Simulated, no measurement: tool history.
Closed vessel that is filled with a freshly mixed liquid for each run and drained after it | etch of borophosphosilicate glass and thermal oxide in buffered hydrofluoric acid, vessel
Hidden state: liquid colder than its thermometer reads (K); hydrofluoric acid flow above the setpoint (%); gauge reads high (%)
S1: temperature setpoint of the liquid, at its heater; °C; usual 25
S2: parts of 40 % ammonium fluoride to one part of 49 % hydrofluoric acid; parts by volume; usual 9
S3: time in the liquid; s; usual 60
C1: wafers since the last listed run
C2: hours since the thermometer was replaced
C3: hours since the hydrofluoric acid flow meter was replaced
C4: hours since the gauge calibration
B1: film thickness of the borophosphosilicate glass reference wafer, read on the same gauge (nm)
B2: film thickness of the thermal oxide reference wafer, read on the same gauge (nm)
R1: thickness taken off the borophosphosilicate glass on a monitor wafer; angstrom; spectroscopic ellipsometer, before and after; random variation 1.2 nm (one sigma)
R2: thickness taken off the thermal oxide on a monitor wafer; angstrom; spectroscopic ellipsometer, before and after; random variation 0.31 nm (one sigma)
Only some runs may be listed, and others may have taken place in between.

Run 1, hour 0: usual settings; C1 0; C2 136.4; C3 69.8; C4 853.1; B1 70.03; B2 149.99. Result: R1 1914.8 angstrom, R2 917.6 angstrom.
Run 2, hour 13.8: usual settings; C1 1308; C2 150.2; C3 83.6; C4 866.9; B1 69.99; B2 150. Result: R1 1911.2 angstrom, R2 911.2 angstrom.
At hour 75.2: gauge calibrated.
At hour 86.1: hydrofluoric acid flow meter replaced, repeated, since the last time left the tool worse.
Run 3, hour 98.6: usual settings; C1 7944; C2 235; C3 12.5; C4 23.4; B1 70.01; B2 150. Result: R1 1747 angstrom, R2 839.1 angstrom.
Run 4, hour 111.9: usual settings but S1 29 °C; C1 1260; C2 248.3; C3 25.8; C4 36.7; B1 70; B2 150. Result: R1 2191.9 angstrom, R2 1037.2 angstrom.
Run 5, hour 124: usual settings; C1 1147; C2 260.4; C3 37.9; C4 48.8; B1 70; B2 150. Result: R1 1756.3 angstrom, R2 836.3 angstrom.
Run 6, hour 149.2: usual settings but S1 20.5 °C, S2 11.5 parts by volume, S3 75 s; C1 2389; C2 285.6; C3 63.1; C4 74; B1 70.02; B2 149.99. Result: R1 1403.1 angstrom, R2 673.2 angstrom.
Run 7, hour 171.2: usual settings; C1 2085; C2 307.6; C3 85.1; C4 96; B1 69.98; B2 150. Result: R1 1778.4 angstrom, R2 835.1 angstrom.
Run 8, hour 205.5: usual settings but S1 27 °C, S2 8 parts by volume; C1 3251; C2 341.9; C3 119.4; C4 130.3; B1 70.02; B2 150. Result: R1 2232 angstrom, R2 1068.1 angstrom.
Run 9, hour 221.9: usual settings but S1 29.5 °C, S3 70 s; C1 1554; C2 358.3; C3 135.8; C4 146.7; B1 70; B2 150.01. Result: R1 2612.6 angstrom, R2 1240.8 angstrom.
Run 10, hour 238.5: usual settings but S1 26.5 °C, S2 7 parts by volume, S3 50 s; C1 1573; C2 374.9; C3 152.4; C4 163.3; B1 70.02; B2 149.99. Result: R1 2108.3 angstrom, R2 993.8 angstrom.
Run 11, hour 265.2: usual settings; C1 2531; C2 401.6; C3 179.1; C4 190; B1 70; B2 150.01. Result: R1 1794.8 angstrom, R2 845.9 angstrom.
Run 12, hour 312.7: usual settings; C1 4503; C2 449.1; C3 226.6; C4 237.5; B1 70.02; B2 149.99. Result: R1 1793.7 angstrom, R2 846.8 angstrom.
Run 13, hour 336.5: usual settings but S1 27.5 °C, S2 6 parts by volume, S3 85 s; C1 2256; C2 472.9; C3 250.4; C4 261.3; B1 70; B2 150.01. Result: R1 4329.9 angstrom, R2 2052.5 angstrom.
Run 14, hour 364.5: usual settings but S1 21 °C, S2 5.5 parts by volume, S3 35 s; C1 2654; C2 500.9; C3 278.4; C4 289.3; B1 69.98; B2 150. Result: R1 1379.4 angstrom, R2 636.1 angstrom.
Run 15, hour 400.3: usual settings but S3 45 s; C1 3393; C2 536.7; C3 314.2; C4 325.1; B1 69.97; B2 150.02. Result: R1 1346.8 angstrom, R2 638.9 angstrom.
Run 16, hour 415.1: usual settings but S1 29 °C, S2 12 parts by volume, S3 90 s; C1 1403; C2 551.5; C3 329; C4 339.9; B1 70.01; B2 150. Result: R1 2581.8 angstrom, R2 1236.7 angstrom.
Run 17, hour 436.4: usual settings but S1 29 °C; C1 2019; C2 572.8; C3 350.3; C4 361.2; B1 70.01; B2 149.98. Result: R1 2236 angstrom, R2 1057.7 angstrom.
Run 18, hour 467.5: usual settings but S2 12.5 parts by volume; C1 2948; C2 603.9; C3 381.4; C4 392.3; B1 70.02; B2 150. Result: R1 1336.4 angstrom, R2 637.7 angstrom.
Run 19, hour 501: usual settings; C1 3175; C2 637.4; C3 414.9; C4 425.8; B1 69.99; B2 149.99. Result: R1 1809.5 angstrom, R2 855.6 angstrom.
Run 20, hour 536.4: usual settings; C1 3355; C2 672.8; C3 450.3; C4 461.2; B1 69.98; B2 149.97. Result: R1 1770.8 angstrom, R2 853.5 angstrom.
Run 21, hour 569.4: usual settings but S2 10.5 parts by volume, S3 35 s; C1 3128; C2 705.8; C3 483.3; C4 494.2; B1 69.99; B2 149.99. Result: R1 934.1 angstrom, R2 446.2 angstrom.
Run 22, hour 596.1: usual settings; C1 2531; C2 732.5; C3 510; C4 520.9; B1 70.01; B2 150. Result: R1 1781.4 angstrom, R2 859.2 angstrom.
Run 23, hour 674.6: usual settings but S1 22.5 °C, S2 11.5 parts by volume, S3 75 s; C1 7441; C2 811; C3 588.5; C4 599.4; B1 70; B2 150.01. Result: R1 1605.2 angstrom, R2 768.9 angstrom.
Run 24, hour 705.7: usual settings; C1 2948; C2 842.1; C3 619.6; C4 630.5; B1 70.02; B2 149.99. Result: R1 1821.3 angstrom, R2 863.3 angstrom.
Run 25, hour 729.1: usual settings but S2 7 parts by volume, S3 45 s; C1 2218; C2 865.5; C3 643; C4 653.9; B1 69.98; B2 150. Result: R1 1791.5 angstrom, R2 840.2 angstrom.
Run 26, hour 753.3: usual settings but S1 20 °C, S2 11.5 parts by volume, S3 85 s; C1 2294; C2 889.7; C3 667.2; C4 678.1; B1 70.03; B2 150.01. Result: R1 1603 angstrom, R2 759.5 angstrom.

3 ways to go on from here, each from the tool as it stands after run 26. What would each give?
Run A, hour 754: usual settings; C1 66; C2 890.4; C3 667.9; C4 678.8; B1 ?; B2 ?. Result: R1 ?, R2 ?.
Run B, hour 754: usual settings but S3 80 s; C1 66; C2 890.4; C3 667.9; C4 678.8; B1 ?; B2 ?. Result: R1 ?, R2 ?.
Run C, hour 754: usual settings but S1 21 °C, S2 11 parts by volume, S3 85 s; C1 66; C2 890.4; C3 667.9; C4 678.8; B1 ?; B2 ?. Result: R1 ?, R2 ?.

run     B1   B2      R1      R2
  A  69.97  150  1803.2   864.4
  B  69.97  150  2404.2  1152.6
  C  69.97  150  1743.9   835.3
Stripped of hidden state, with their random variation kept, the same runs would have yielded:
run      R1      R2
  A  1734.6   831.9
  B  2312.8  1109.1
  C  1684.3     807
